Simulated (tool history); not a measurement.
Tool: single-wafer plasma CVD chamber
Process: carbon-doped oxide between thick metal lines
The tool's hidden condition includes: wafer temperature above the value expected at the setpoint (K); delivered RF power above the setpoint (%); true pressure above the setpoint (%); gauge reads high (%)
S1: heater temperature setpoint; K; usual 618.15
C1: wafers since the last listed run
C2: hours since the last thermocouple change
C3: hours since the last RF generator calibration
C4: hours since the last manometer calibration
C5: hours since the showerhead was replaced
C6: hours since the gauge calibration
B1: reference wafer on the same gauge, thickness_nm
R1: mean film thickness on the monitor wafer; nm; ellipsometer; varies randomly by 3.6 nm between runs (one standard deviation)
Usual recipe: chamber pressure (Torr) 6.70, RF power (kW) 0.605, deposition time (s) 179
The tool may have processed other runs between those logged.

{"run": 1, "hour": 0.0, "S1": 618.15, "chamber pressure (Torr)": 6.7, "RF power (kW)": 0.605, "deposition time (s)": 179, "C1": 0, "C2": 1165.9, "C3": 842.3, "C4": 1168.2, "C5": 3364.5, "C6": 587.9, "B1": 937.33, "R1": 898.889}
{"hour": 8.2, "done": "showerhead replaced"}
{"run": 2, "hour": 8.7, "S1": 618.15, "chamber pressure (Torr)": 6.7, "RF power (kW)": 0.605, "deposition time (s)": 179, "C1": 9, "C2": 1174.6, "C3": 851.0, "C4": 1176.9, "C5": 0.5, "C6": 596.6, "B1": 937.436, "R1": 904.397}
{"run": 3, "hour": 24.3, "S1": 618.15, "chamber pressure (Torr)": 6.7, "RF power (kW)": 0.605, "deposition time (s)": 170, "C1": 207, "C2": 1190.2, "C3": 866.6, "C4": 1192.5, "C5": 16.1, "C6": 612.2, "B1": 935.541, "R1": 857.522}
{"hour": 41.8, "done": "thermocouple changed; heater temperature recalibrated"}
{"run": 4, "hour": 42.3, "S1": 618.15, "chamber pressure (Torr)": 5.41, "RF power (kW)": 0.64, "deposition time (s)": 179, "C1": 133, "C2": 0.5, "C3": 884.6, "C4": 1210.5, "C5": 34.1, "C6": 630.2, "B1": 936.434, "R1": 933.111}
{"run": 5, "hour": 52.8, "S1": 618.15, "chamber pressure (Torr)": 6.7, "RF power (kW)": 0.54, "deposition time (s)": 201, "C1": 139, "C2": 11.0, "C3": 895.1, "C4": 1221.0, "C5": 44.6, "C6": 640.7, "B1": 936.817, "R1": 907.558}
{"hour": 63.2, "done": "gauge calibrated"}
{"run": 6, "hour": 72.5, "S1": 609.15, "chamber pressure (Torr)": 6.7, "RF power (kW)": 0.605, "deposition time (s)": 179, "C1": 262, "C2": 30.7, "C3": 914.8, "C4": 1240.7, "C5": 64.3, "C6": 9.3, "B1": 936.443, "R1": 926.585}
{"run": 7, "hour": 78.8, "S1": 618.15, "chamber pressure (Torr)": 6.7, "RF power (kW)": 0.605, "deposition time (s)": 179, "C1": 83, "C2": 37.0, "C3": 921.1, "C4": 1247.0, "C5": 70.6, "C6": 15.6, "B1": 936.842, "R1": 901.922}
{"run": 8, "hour": 90.6, "S1": 605.15, "chamber pressure (Torr)": 8.26, "RF power (kW)": 0.605, "deposition time (s)": 179, "C1": 157, "C2": 48.8, "C3": 932.9, "C4": 1258.8, "C5": 82.4, "C6": 27.4, "B1": 936.123, "R1": 954.045}
{"run": 9, "hour": 106.3, "S1": 618.15, "chamber pressure (Torr)": 6.7, "RF power (kW)": 0.605, "deposition time (s)": 179, "C1": 208, "C2": 64.5, "C3": 948.6, "C4": 1274.5, "C5": 98.1, "C6": 43.1, "B1": 936.185, "R1": 903.833}
{"hour": 121.6, "done": "capacitance manometer re-zeroed and calibrated"}
{"run": 10, "hour": 123.4, "S1": 605.15, "chamber pressure (Torr)": 7.24, "RF power (kW)": 0.55, "deposition time (s)": 157, "C1": 121, "C2": 81.6, "C3": 965.7, "C4": 1.8, "C5": 115.2, "C6": 60.2, "B1": 937.373, "R1": 760.38}
{"run": 11, "hour": 133.9, "S1": 613.15, "chamber pressure (Torr)": 7.3, "RF power (kW)": 0.605, "deposition time (s)": 160, "C1": 139, "C2": 92.1, "C3": 976.2, "C4": 12.3, "C5": 125.7, "C6": 70.7, "B1": 936.579, "R1": 818.637}
{"hour": 142.7, "done": "RF generator calibrated"}
{"run": 12, "hour": 151.5, "S1": 628.15, "chamber pressure (Torr)": 6.7, "RF power (kW)": 0.67, "deposition time (s)": 193, "C1": 127, "C2": 109.7, "C3": 8.8, "C4": 29.9, "C5": 143.3, "C6": 88.3, "B1": 937.212, "R1": 1087.372}
{"run": 13, "hour": 165.1, "S1": 613.15, "chamber pressure (Torr)": 5.45, "RF power (kW)": 0.555, "deposition time (s)": 161, "C1": 180, "C2": 123.3, "C3": 22.4, "C4": 43.5, "C5": 156.9, "C6": 101.9, "B1": 936.457, "R1": 789.991}
{"run": 14, "hour": 177.6, "S1": 618.15, "chamber pressure (Torr)": 5.8, "RF power (kW)": 0.555, "deposition time (s)": 179, "C1": 166, "C2": 135.8, "C3": 34.9, "C4": 56.0, "C5": 169.4, "C6": 114.4, "B1": 936.231, "R1": 863.217}
{"run": 15, "hour": 195.2, "S1": 618.15, "chamber pressure (Torr)": 6.7, "RF power (kW)": 0.605, "deposition time (s)": 179, "C1": 234, "C2": 153.4, "C3": 52.5, "C4": 73.6, "C5": 187.0, "C6": 132.0, "B1": 937.069, "R1": 943.388}
{"run": 16, "hour": 206.9, "S1": 618.15, "chamber pressure (Torr)": 6.7, "RF power (kW)": 0.605, "deposition time (s)": 179, "C1": 155, "C2": 165.1, "C3": 64.2, "C4": 85.3, "C5": 198.7, "C6": 143.7, "B1": 937.076, "R1": 944.472}
{"run": 17, "hour": 218.3, "S1": 631.15, "chamber pressure (Torr)": 6.7, "RF power (kW)": 0.605, "deposition time (s)": 169, "C1": 151, "C2": 176.5, "C3": 75.6, "C4": 96.7, "C5": 210.1, "C6": 155.1, "B1": 936.864, "R1": 856.764}
{"run": 18, "hour": 229.6, "S1": 618.15, "chamber pressure (Torr)": 5.86, "RF power (kW)": 0.605, "deposition time (s)": 179, "C1": 150, "C2": 187.8, "C3": 86.9, "C4": 108.0, "C5": 221.4, "C6": 166.4, "B1": 937.486, "R1": 934.55}
{"run": 19, "hour": 236.2, "S1": 606.15, "chamber pressure (Torr)": 6.7, "RF power (kW)": 0.49, "deposition time (s)": 179, "C1": 87, "C2": 194.4, "C3": 93.5, "C4": 114.6, "C5": 228.0, "C6": 173.0, "B1": 935.992, "R1": 785.294}
{"run": 20, "hour": 247.8, "S1": 618.15, "chamber pressure (Torr)": 7.67, "RF power (kW)": 0.605, "deposition time (s)": 197, "C1": 154, "C2": 206.0, "C3": 105.1, "C4": 126.2, "C5": 239.6, "C6": 184.6, "B1": 937.541, "R1": 1036.137}
{"run": 21, "hour": 265.6, "S1": 631.15, "chamber pressure (Torr)": 5.93, "RF power (kW)": 0.71, "deposition time (s)": 165, "C1": 236, "C2": 223.8, "C3": 122.9, "C4": 144.0, "C5": 257.4, "C6": 202.4, "B1": 937.327, "R1": 943.666}
{"run": 22, "hour": 281.2, "S1": 607.15, "chamber pressure (Torr)": 6.7, "RF power (kW)": 0.5, "deposition time (s)": 179, "C1": 207, "C2": 239.4, "C3": 138.5, "C4": 159.6, "C5": 273.0, "C6": 218.0, "B1": 937.694, "R1": 794.767}
{"run": 23, "hour": 295.3, "S1": 618.15, "chamber pressure (Torr)": 7.42, "RF power (kW)": 0.605, "deposition time (s)": 179, "C1": 187, "C2": 253.5, "C3": 152.6, "C4": 173.7, "C5": 287.1, "C6": 232.1, "B1": 936.452, "R1": 937.486}
{"run": 24, "hour": 309.7, "S1": 618.15, "chamber pressure (Torr)": 6.7, "RF power (kW)": 0.605, "deposition time (s)": 194, "C1": 191, "C2": 267.9, "C3": 167.0, "C4": 188.1, "C5": 301.5, "C6": 246.5, "B1": 936.025, "R1": 1003.554}
{"run": 25, "hour": 327.1, "S1": 607.15, "chamber pressure (Torr)": 6.7, "RF power (kW)": 0.605, "deposition time (s)": 179, "C1": 231, "C2": 285.3, "C3": 184.4, "C4": 205.5, "C5": 318.9, "C6": 263.9, "B1": 937.177, "R1": 964.74}
{"run": 26, "hour": 366.5, "S1": 631.15, "chamber pressure (Torr)": 7.92, "RF power (kW)": 0.675, "deposition time (s)": 161, "C1": 524, "C2": 324.7, "C3": 223.8, "C4": 244.9, "C5": 358.3, "C6": 303.3, "B1": 936.799, "R1": 888.095}
{"run": 27, "hour": 384.1, "S1": 618.15, "chamber pressure (Torr)": 6.7, "RF power (kW)": 0.605, "deposition time (s)": 179, "C1": 234, "C2": 342.3, "C3": 241.4, "C4": 262.5, "C5": 375.9, "C6": 320.9, "B1": 937.068, "R1": 923.716}

For each entry between runs, how does the tool's hidden state at the last listed run before it compare with that at the first listed run after it?
Logged between run 1 and run 2: showerhead replaced (hour 8.2)
  delivered RF power above the setpoint (%): -7.22 -> -7.23
  measured value less the no-hidden-state value, R1: -64.618 -> -65.163 nm
Logged between run 3 and run 4: thermocouple changed; heater temperature recalibrated (hour 41.8)
  delivered RF power above the setpoint (%): -7.26 -> -7.29
  measured value less the no-hidden-state value, R1: -62.028 -> -67.170 nm
Logged between run 5 and run 6: gauge calibrated (hour 63.2)
  delivered RF power above the setpoint (%): -7.3 -> -7.33
  measured value less the no-hidden-state value, R1: -70.054 -> -67.762 nm
Logged between run 9 and run 10: capacitance manometer re-zeroed and calibrated (hour 121.6)
  delivered RF power above the setpoint (%): -7.37 -> -7.39
  measured value less the no-hidden-state value, R1: -66.545 -> -58.488 nm
Logged between run 11 and run 12: RF generator calibrated (hour 142.7)
  delivered RF power above the setpoint (%): -7.41 -> -1.76
  measured value less the no-hidden-state value, R1: -60.575 -> -17.131 nm
